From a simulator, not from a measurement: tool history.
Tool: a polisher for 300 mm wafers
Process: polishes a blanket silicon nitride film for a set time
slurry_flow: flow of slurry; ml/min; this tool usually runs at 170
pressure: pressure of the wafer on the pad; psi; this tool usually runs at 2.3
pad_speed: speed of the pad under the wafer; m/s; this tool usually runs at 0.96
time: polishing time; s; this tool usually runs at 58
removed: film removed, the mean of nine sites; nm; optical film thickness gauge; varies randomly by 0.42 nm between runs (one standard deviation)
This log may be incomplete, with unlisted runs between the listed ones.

run,hour,slurry_flow,pressure,pad_speed,time,wafers since the last listed run,wafers polished on this pad,hours since the slurry nozzle was cleaned,hours since the head pressure was calibrated,"incoming thickness of the incoming film, nm",removed
1,0,170,2.3,0.96,67,0,3617,419.9,531.9,562.9,59.5
2,206.1,170,2.3,0.96,67,1773,5390,626,738,566.2,56.9
# hour 275: worn pad replaced by a new one
# hour 288.1: slurry nozzle cleaned
3,306.6,140,1.8,0.96,58,821,263,18.5,838.5,566.6,40.2
4,410.3,140,1.8,0.96,58,892,1155,122.2,942.2,569.1,40.3
5,491.6,170,2.3,0.96,58,699,1855,203.5,1023.5,577.3,54.1
# hour 531.5: head pressure recalibrated
6,553.7,120,2.3,0.86,58,517,2372,265.6,22.2,565.2,44.8
7,634.1,120,2.3,0.86,58,691,3064,346,102.6,565.1,44.5
8,728.4,170,2.3,0.96,58,811,3875,440.3,196.9,559.6,51.9
9,799,170,2.3,0.96,58,607,4483,510.9,267.5,570.6,50.9
10,879.1,170,2.3,0.96,58,689,5172,591,347.6,567.1,50
# hour 906.7: slurry nozzle cleaned
11,926.8,170,2.3,0.96,58,401,5574,20.1,395.3,568.3,48.8
# hour 943.7: worn pad replaced by a new one
12,1008.6,195,2.3,0.96,58,669,558,101.9,477.1,566.8,55.3
13,1113.1,170,2.3,0.96,58,899,1458,206.4,581.6,558.5,54.7
14,1154.1,170,2.3,0.96,66,352,1810,247.4,622.6,573.8,61.4
15,1233.4,170,2.3,0.96,66,682,2493,326.7,701.9,559.6,60.8
16,1317.4,170,2.3,1.18,58,722,3216,410.7,785.9,571.4,60.8
17,1367.4,170,2.3,1.18,58,430,3646,460.7,835.9,561.3,62
18,1438.9,170,2.3,0.96,66,615,4261,532.2,907.4,566.2,58.8
19,1532.4,170,2.6,0.64,75,804,5066,625.7,1000.9,568.6,53.7
# hour 1571.6: worn pad replaced by a new one, of another model than before
# hour 1604: head pressure recalibrated
# hour 1636.3: slurry nozzle cleaned
20,1810.5,155,2.7,0.76,75,2332,2030,174.2,206.5,559.4,68.8
21,1919.9,185,2.3,1.16,58,941,2971,283.6,315.9,570.4,58.8
22,2148,170,2.3,0.96,58,1962,4934,511.7,544,577.5,50.3
23,2215.4,170,2.3,0.96,58,579,5514,579.1,611.4,567.3,50.1
# hour 2221: worn pad replaced by a new one
# hour 2364.8: slurry nozzle cleaned
24,2386.1,215,2.3,0.96,58,1425,1412,21.3,782.1,570.1,55.4
25,2422.6,170,2.3,0.96,58,314,1726,57.8,818.6,574.6,53.3
# hour 2459.9: head pressure recalibrated
26,2489.8,170,2.3,0.86,45,561,2287,125,29.9,570.2,39.1
27,2579.4,195,2.3,0.96,72,771,3058,214.6,119.5,573.3,66.4
28,2635.3,210,2.3,0.96,58,481,3539,270.5,175.4,562.3,52.8
# hour 2909.1: worn pad replaced by a new one
29,2909.6,170,2,0.96,67,2325,3,544.8,449.7,569.7,56
# hour 2951.3: slurry nozzle cleaned
30,3004.4,170,2.3,0.96,58,807,811,53.1,544.5,575.7,54
31,3071.9,200,2.3,0.96,58,580,1391,120.6,612,569.3,54.7
32,3126.5,170,2.3,0.96,58,469,1861,175.2,666.6,577,53.1
33,3188.1,170,2.3,0.96,72,530,2391,236.8,728.2,571.2,65.8
34,3249.2,170,2.3,0.96,58,525,2917,297.9,789.3,575,52.3

Here are 4 independent what-if runs from the current tool condition. What would each one return?
A,3249.6,225,2.3,0.96,58,3,2921,298.3,789.7,569.9,?
B,3249.6,170,3.1,0.96,50,3,2921,298.3,789.7,569.9,?
C,3249.6,120,2.3,0.96,58,3,2921,298.3,789.7,569.9,?
D,3249.6,170,2.3,0.96,48,3,2921,298.3,789.7,569.9,?

run,removed
A,54.1
B,57.3
C,50.9
D,43.6
Stripped of hidden state, with their random variation kept, the same runs would have yielded:
run,removed
A,56
B,59.3
C,52.7
D,45.1

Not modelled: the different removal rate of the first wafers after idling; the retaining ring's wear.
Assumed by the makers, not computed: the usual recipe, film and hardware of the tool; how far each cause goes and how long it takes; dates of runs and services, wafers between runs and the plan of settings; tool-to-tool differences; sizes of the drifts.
